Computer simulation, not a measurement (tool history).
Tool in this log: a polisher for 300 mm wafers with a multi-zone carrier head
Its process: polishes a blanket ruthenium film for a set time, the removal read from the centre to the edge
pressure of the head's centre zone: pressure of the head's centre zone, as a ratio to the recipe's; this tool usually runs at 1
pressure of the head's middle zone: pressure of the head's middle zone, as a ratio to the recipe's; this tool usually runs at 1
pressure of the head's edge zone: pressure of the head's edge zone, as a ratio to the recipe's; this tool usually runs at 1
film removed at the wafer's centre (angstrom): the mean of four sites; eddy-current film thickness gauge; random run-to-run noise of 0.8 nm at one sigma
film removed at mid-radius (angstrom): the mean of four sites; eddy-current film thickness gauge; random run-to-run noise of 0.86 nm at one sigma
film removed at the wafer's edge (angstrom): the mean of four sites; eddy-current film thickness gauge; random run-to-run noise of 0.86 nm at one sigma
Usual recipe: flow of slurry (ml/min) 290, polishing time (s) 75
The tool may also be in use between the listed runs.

| run | day | flow of slurry (ml/min) | pressure of the head's centre zone | pressure of the head's middle zone | pressure of the head's edge zone | polishing time (s) | wafers since the last listed run | wafers polished on this pad | hours since the slurry nozzle was cleaned | hours since the centre zone pressure was calibrated | hours since the edge zone pressure was calibrated | hours since the carrier head's membrane was replaced | incoming thickness of the incoming film, nm | film removed at the wafer's centre (angstrom) | film removed at mid-radius (angstrom) | film removed at the wafer's edge (angstrom) |
|---|---|---|---|---|---|---|---|---|---|---|---|---|---|---|---|---|
| 1 | 0 | 290 | 1 | 1 | 1 | 75 | 0 | 2708 | 460.2 | 1138.4 | 346.3 | 938.1 | 609.4 | 537 | 602 | 600 |
| 2 | 3.383 | 290 | 1 | 0.97 | 1 | 75 | 709 | 3418 | 541.4 | 1219.6 | 427.5 | 1019.3 | 606 | 515 | 571 | 606 |
| 3 | 5.788 | 290 | 1.09 | 1 | 1.07 | 75 | 504 | 3922 | 599.1 | 1277.3 | 485.2 | 1077 | 604.6 | 571 | 598 | 625 |
| 4 | 7.662 | 345 | 0.92 | 1 | 0.91 | 92 | 393 | 4315 | 644.1 | 1322.3 | 530.2 | 1122 | 605.2 | 631 | 727 | 717 |
|  | 7.721 | slurry nozzle cleaned |
| 5 | 10.258 | 220 | 1 | 1 | 1 | 61 | 535 | 4851 | 60.9 | 1384.6 | 592.5 | 1184.3 | 603.9 | 399 | 472 | 475 |
|  | 10.483 | worn pad replaced by a new one |
|  | 12.662 | edge zone pressure recalibrated |
| 6 | 14.725 | 235 | 1 | 1 | 1 | 75 | 884 | 872 | 168.1 | 1491.8 | 49.5 | 1291.5 | 610.7 | 504 | 575 | 591 |
|  | 16.521 | centre zone pressure recalibrated |
| 7 | 17.371 | 250 | 1 | 1 | 1 | 60 | 537 | 1410 | 231.6 | 20.4 | 113 | 1355 | 610 | 459 | 470 | 464 |
|  | 17.817 | carrier head's membrane replaced by a new one |
| 8 | 20.75 | 290 | 1 | 1 | 1 | 75 | 665 | 2075 | 312.7 | 101.5 | 194.1 | 70.4 | 601.8 | 583 | 601 | 605 |
| 9 | 23.679 | 320 | 0.96 | 0.93 | 1.05 | 75 | 614 | 2689 | 383 | 171.8 | 264.4 | 140.7 | 614 | 562 | 577 | 609 |
| 10 | 27.083 | 250 | 1 | 0.89 | 1 | 75 | 714 | 3404 | 464.7 | 253.5 | 346.1 | 222.4 | 605.4 | 548 | 526 | 599 |
| 11 | 29.233 | 255 | 1.08 | 0.9 | 1 | 58 | 451 | 3855 | 516.3 | 305.1 | 397.7 | 274 | 611.5 | 461 | 413 | 459 |

Expected results for the next run?
| 12 | 30.962 | 290 | 1 | 0.91 | 0.91 | 75 | 362 | 4217 | 557.8 | 346.6 | 439.2 | 315.5 | 609 | ? | ? | ? |

Run 12 gave film removed at the wafer's centre (angstrom) 584, film removed at mid-radius (angstrom) 554, film removed at the wafer's edge (angstrom) 583.
Were there no unlogged condition in the tool, this run, its random variation unchanged, would have produced film removed at the wafer's centre (angstrom) 587, film removed at mid-radius (angstrom) 554, film removed at the wafer's edge (angstrom) 583.
